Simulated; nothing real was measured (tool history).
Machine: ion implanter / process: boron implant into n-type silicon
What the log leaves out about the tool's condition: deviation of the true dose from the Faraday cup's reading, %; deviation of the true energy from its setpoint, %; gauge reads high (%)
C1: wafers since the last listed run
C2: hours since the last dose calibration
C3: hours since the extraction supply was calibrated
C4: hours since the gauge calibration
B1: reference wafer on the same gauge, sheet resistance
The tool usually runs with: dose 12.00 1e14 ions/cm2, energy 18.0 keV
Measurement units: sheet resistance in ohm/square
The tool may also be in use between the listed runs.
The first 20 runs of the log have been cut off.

run 21 hour=972.2 | dose=9.91 energy=20.0 | C1=608 C2=323.8 C3=5142.8 C4=1651.6 | B1=105.14 | sheet_resistance=124.63
-- hour=1020.6 extraction supply calibrated
run 22 hour=1025.5 | dose=12.00 energy=18.0 | C1=608 C2=377.1 C3=4.9 C4=1704.9 | B1=105.10 | sheet_resistance=109.58
run 23 hour=1052.9 | dose=8.95 energy=12.5 | C1=368 C2=404.5 C3=32.3 C4=1732.3 | B1=105.08 | sheet_resistance=143.46
run 24 hour=1093.1 | dose=15.41 energy=12.5 | C1=539 C2=444.7 C3=72.5 C4=1772.5 | B1=104.92 | sheet_resistance=105.25
run 25 hour=1265.6 | dose=14.80 energy=20.5 | C1=2316 C2=617.2 C3=245.0 C4=1945.0 | B1=105.09 | sheet_resistance=93.33
run 26 hour=1334.4 | dose=13.50 energy=13.5 | C1=924 C2=686.0 C3=313.8 C4=2013.8 | B1=105.04 | sheet_resistance=109.15
-- hour=1352.0 gauge calibrated
run 27 hour=1402.2 | dose=8.47 energy=22.5 | C1=910 C2=753.8 C3=381.6 C4=50.2 | B1=105.14 | sheet_resistance=142.21
run 28 hour=1452.6 | dose=12.00 energy=18.0 | C1=676 C2=804.2 C3=432.0 C4=100.6 | B1=104.91 | sheet_resistance=111.22
run 29 hour=1557.6 | dose=8.82 energy=18.0 | C1=1410 C2=909.2 C3=537.0 C4=205.6 | B1=105.08 | sheet_resistance=141.53
run 30 hour=1605.1 | dose=8.95 energy=12.5 | C1=637 C2=956.7 C3=584.5 C4=253.1 | B1=105.07 | sheet_resistance=145.72
run 31 hour=1647.5 | dose=12.00 energy=16.0 | C1=569 C2=999.1 C3=626.9 C4=295.5 | B1=104.95 | sheet_resistance=114.64
-- hour=1675.1 Faraday cup replaced and dose calibrated
run 32 hour=1708.3 | dose=14.80 energy=20.5 | C1=709 C2=33.2 C3=687.7 C4=356.3 | B1=104.94 | sheet_resistance=92.54
run 33 hour=1760.0 | dose=14.75 energy=18.0 | C1=694 C2=84.9 C3=739.4 C4=408.0 | B1=104.99 | sheet_resistance=94.84
run 34 hour=1800.3 | dose=15.49 energy=18.0 | C1=541 C2=125.2 C3=779.7 C4=448.3 | B1=105.02 | sheet_resistance=93.45
run 35 hour=1869.4 | dose=13.00 energy=18.0 | C1=928 C2=194.3 C3=848.8 C4=517.4 | B1=105.12 | sheet_resistance=103.63

What does the tool deliver on the next run?
run 36 hour=1918.4 | dose=15.33 energy=15.5 | C1=658 C2=243.3 C3=897.8 C4=566.4 | B1=? | sheet_resistance=?

B1: 104.89
sheet resistance: 97.61 ohm/square
The same run, on a tool lacking any hidden state, would have yielded sheet resistance 97.01 ohm/square.
